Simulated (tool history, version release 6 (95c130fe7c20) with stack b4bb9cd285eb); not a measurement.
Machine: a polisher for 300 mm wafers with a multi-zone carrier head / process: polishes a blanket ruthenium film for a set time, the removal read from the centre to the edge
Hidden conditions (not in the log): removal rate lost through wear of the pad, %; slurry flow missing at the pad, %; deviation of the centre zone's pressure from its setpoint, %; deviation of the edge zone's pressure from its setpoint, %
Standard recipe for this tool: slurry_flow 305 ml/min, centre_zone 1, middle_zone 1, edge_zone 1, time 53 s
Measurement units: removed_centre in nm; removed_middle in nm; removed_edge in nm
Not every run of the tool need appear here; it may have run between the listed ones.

| run | hour | slurry_flow | centre_zone | middle_zone | edge_zone | time | wafers since the last listed run | wafers polished on this pad | hours since the slurry nozzle was cleaned | hours since the centre zone pressure was calibrated | hours since the edge zone pressure was calibrated | hours since the carrier head's membrane was replaced | incoming thickness of the incoming film, nm | removed_centre | removed_middle | removed_edge |
|---|---|---|---|---|---|---|---|---|---|---|---|---|---|---|---|---|
| 1 | 0 | 305 | 1.11 | 0.88 | 1 | 63 | 0 | 324 | 234.9 | 444.1 | 964.9 | 717.6 | 513.8 | 82.6 | 65.4 | 71.9 |
|  | 9 | edge zone pressure recalibrated |
| 2 | 41.3 | 305 | 1 | 1 | 1 | 69 | 462 | 787 | 276.2 | 485.4 | 32.3 | 758.9 | 508.5 | 81.5 | 79.4 | 77.2 |
|  | 78 | carrier head's membrane replaced by a new one |
| 3 | 147.9 | 305 | 1 | 1.06 | 1 | 39 | 1196 | 1983 | 382.8 | 592 | 138.9 | 69.9 | 503 | 45.4 | 46.1 | 43.4 |
|  | 190.7 | centre zone pressure recalibrated |
| 4 | 204.7 | 305 | 1 | 1 | 1.06 | 53 | 645 | 2628 | 439.6 | 14 | 195.7 | 126.7 | 508.3 | 62.4 | 61.4 | 63 |
| 5 | 297.2 | 340 | 1 | 1 | 1.07 | 53 | 1088 | 3717 | 532.1 | 106.5 | 288.2 | 219.2 | 502.8 | 61.5 | 61.8 | 64.6 |
| 6 | 372.4 | 305 | 1 | 1.04 | 1 | 53 | 885 | 4602 | 607.3 | 181.7 | 363.4 | 294.4 | 504.3 | 62 | 62.8 | 59.1 |
|  | 386.3 | slurry nozzle cleaned |
| 7 | 446 | 235 | 1 | 0.92 | 1 | 53 | 854 | 5457 | 59.7 | 255.3 | 437 | 368 | 508.2 | 61 | 56.1 | 59.8 |
| 8 | 552.2 | 305 | 1 | 1 | 0.91 | 53 | 1250 | 6707 | 165.9 | 361.5 | 543.2 | 474.2 | 515.6 | 62.5 | 61.4 | 57.9 |
| 9 | 593.4 | 340 | 1 | 1 | 1 | 53 | 485 | 7192 | 207.1 | 402.7 | 584.4 | 515.4 | 514.3 | 62.4 | 61.1 | 61.7 |
| 10 | 695.6 | 305 | 1 | 1 | 0.9 | 53 | 1203 | 8395 | 309.3 | 504.9 | 686.6 | 617.6 | 507.6 | 63 | 60.1 | 58.2 |
|  | 771.4 | worn pad replaced by a new one |
| 11 | 772.1 | 255 | 1 | 1 | 1.12 | 53 | 853 | 7 | 385.8 | 581.4 | 763.1 | 694.1 | 505.2 | 60.9 | 59.1 | 63.9 |
| 12 | 837.7 | 305 | 1 | 1 | 1 | 53 | 772 | 780 | 451.4 | 647 | 828.7 | 759.7 | 510.9 | 62.6 | 61.7 | 60.2 |
| 13 | 908.6 | 305 | 1.05 | 1 | 0.89 | 68 | 834 | 1614 | 522.3 | 717.9 | 899.6 | 830.6 | 511.1 | 82.8 | 77.8 | 71.6 |
|  | 934.8 | carrier head's membrane replaced by a new one |
|  | 958.1 | centre zone pressure recalibrated |
| 14 | 1009.8 | 305 | 1.04 | 1 | 0.89 | 53 | 1108 | 2723 | 623.5 | 51.7 | 1000.8 | 75 | 514.6 | 64.7 | 61.5 | 57.3 |
| 15 | 1081.2 | 385 | 1 | 0.91 | 1.11 | 66 | 840 | 3564 | 694.9 | 123.1 | 1072.2 | 146.4 | 516.9 | 79 | 71.7 | 80.2 |
| 16 | 1136.6 | 305 | 1 | 1 | 1 | 53 | 652 | 4216 | 750.3 | 178.5 | 1127.6 | 201.8 | 511.2 | 61.8 | 59.3 | 60.4 |
|  | 1151.9 | slurry nozzle cleaned |
|  | 1219.5 | edge zone pressure recalibrated |
| 17 | 1233.7 | 330 | 1 | 1 | 1.09 | 72 | 1107 | 5324 | 81.8 | 275.6 | 14.2 | 298.9 | 513.1 | 83.5 | 85 | 85.5 |
|  | 1546.7 | worn pad replaced by a new one |
| 18 | 1548.4 | 305 | 1.05 | 1 | 1.06 | 69 | 3657 | 20 | 396.5 | 590.3 | 328.9 | 613.6 | 505.7 | 85 | 77.4 | 82 |
|  | 1571.9 | centre zone pressure recalibrated |
| 19 | 1647.2 | 305 | 1 | 1 | 1 | 53 | 1139 | 1159 | 495.3 | 75.3 | 427.7 | 712.4 | 501.2 | 60.6 | 61 | 58.9 |
|  | 1748 | carrier head's membrane replaced by a new one |
| 20 | 1750.8 | 305 | 1.03 | 1 | 0.94 | 48 | 1160 | 2320 | 598.9 | 178.9 | 531.3 | 2.8 | 521.5 | 58.5 | 55 | 52 |
| 21 | 1831.2 | 405 | 1 | 1 | 0.95 | 60 | 946 | 3267 | 679.3 | 259.3 | 611.7 | 83.2 | 511.8 | 71.5 | 73.5 | 67.3 |
| 22 | 1887 | 305 | 1 | 1.07 | 1 | 53 | 656 | 3924 | 735.1 | 315.1 | 667.5 | 139 | 516.3 | 62 | 65.1 | 60.7 |
|  | 1951.7 | slurry nozzle cleaned |
| 23 | 2077.1 | 305 | 1 | 1 | 1 | 53 | 2226 | 6150 | 125.4 | 505.2 | 857.6 | 329.1 | 509.1 | 60.8 | 60 | 61 |

Each row is a separate what-if for the run after 23, all from the same tool condition, not one after another. Results?
| A | 2077.5 | 305 | 1 | 1 | 1 | 53 | 4 | 6155 | 125.8 | 505.6 | 858 | 329.5 | 516.9 | ? | ? | ? |
| B | 2077.5 | 305 | 1 | 1 | 1.09 | 53 | 4 | 6155 | 125.8 | 505.6 | 858 | 329.5 | 516.9 | ? | ? | ? |
| C | 2077.5 | 305 | 1 | 1 | 1.09 | 35 | 4 | 6155 | 125.8 | 505.6 | 858 | 329.5 | 516.9 | ? | ? | ? |

| run | removed_centre | removed_middle | removed_edge |
|---|---|---|---|
| A | 61.3 | 61 | 59.9 |
| B | 61.3 | 61 | 62.5 |
| C | 40.5 | 40.3 | 41.3 |
With no hidden state in the tool, these same runs would have given:
| run | removed_centre | removed_middle | removed_edge |
|---|---|---|---|
| A | 61.3 | 61 | 59.9 |
| B | 61.3 | 61 | 62.5 |
| C | 40.5 | 40.3 | 41.3 |
